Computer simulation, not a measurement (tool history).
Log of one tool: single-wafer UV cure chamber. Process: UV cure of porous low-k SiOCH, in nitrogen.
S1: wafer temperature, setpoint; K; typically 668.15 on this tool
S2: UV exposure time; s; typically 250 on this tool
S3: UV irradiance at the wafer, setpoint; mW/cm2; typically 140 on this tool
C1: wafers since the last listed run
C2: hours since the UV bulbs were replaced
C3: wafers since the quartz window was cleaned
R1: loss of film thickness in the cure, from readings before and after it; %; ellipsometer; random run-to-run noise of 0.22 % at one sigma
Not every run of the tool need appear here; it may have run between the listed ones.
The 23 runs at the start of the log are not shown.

run,hour,S1,S2,S3,C1,C2,C3,R1
24,302.8,651.15,145,162,100,131.6,314,11.682
25,315.6,651.15,175,169,80,144.4,395,13.114
26,322.2,668.15,250,140,41,151.0,437,13.788
27,335.6,674.15,160,121,84,164.4,521,11.325
28,346.6,652.15,250,140,69,175.4,591,13.626
29,378.5,676.15,200,100,201,207.3,792,10.841
30,389.1,668.15,250,140,66,217.9,859,13.588
# hour 398.7: quartz window cleaned
31,400.2,668.15,155,158,19,229.0,9,12.230
32,412.4,656.15,105,161,76,241.2,86,10.005
33,424.1,684.15,180,140,73,252.9,160,12.506
34,435.8,649.15,165,178,73,264.6,233,12.913
35,449.6,668.15,250,140,87,278.4,321,13.763
36,463.6,682.15,120,168,88,292.4,409,11.300
37,477.2,677.15,250,170,85,306.0,495,15.072

Consider 4 possible next runs. They are alternatives, not a sequence: every one starts from the tool as it was left by run 37. What does each give?
A,477.7,668.15,250,140,3,306.5,498,?
B,477.7,668.15,250,174,3,306.5,498,?
C,477.7,662.15,380,140,3,306.5,498,?
D,477.7,654.15,370,112,3,306.5,498,?

run,R1
A,13.966
B,15.016
C,15.882
D,14.511
Had the tool no hidden state, the same runs would have come out as:
run,R1
A,13.966
B,15.016
C,15.882
D,14.511

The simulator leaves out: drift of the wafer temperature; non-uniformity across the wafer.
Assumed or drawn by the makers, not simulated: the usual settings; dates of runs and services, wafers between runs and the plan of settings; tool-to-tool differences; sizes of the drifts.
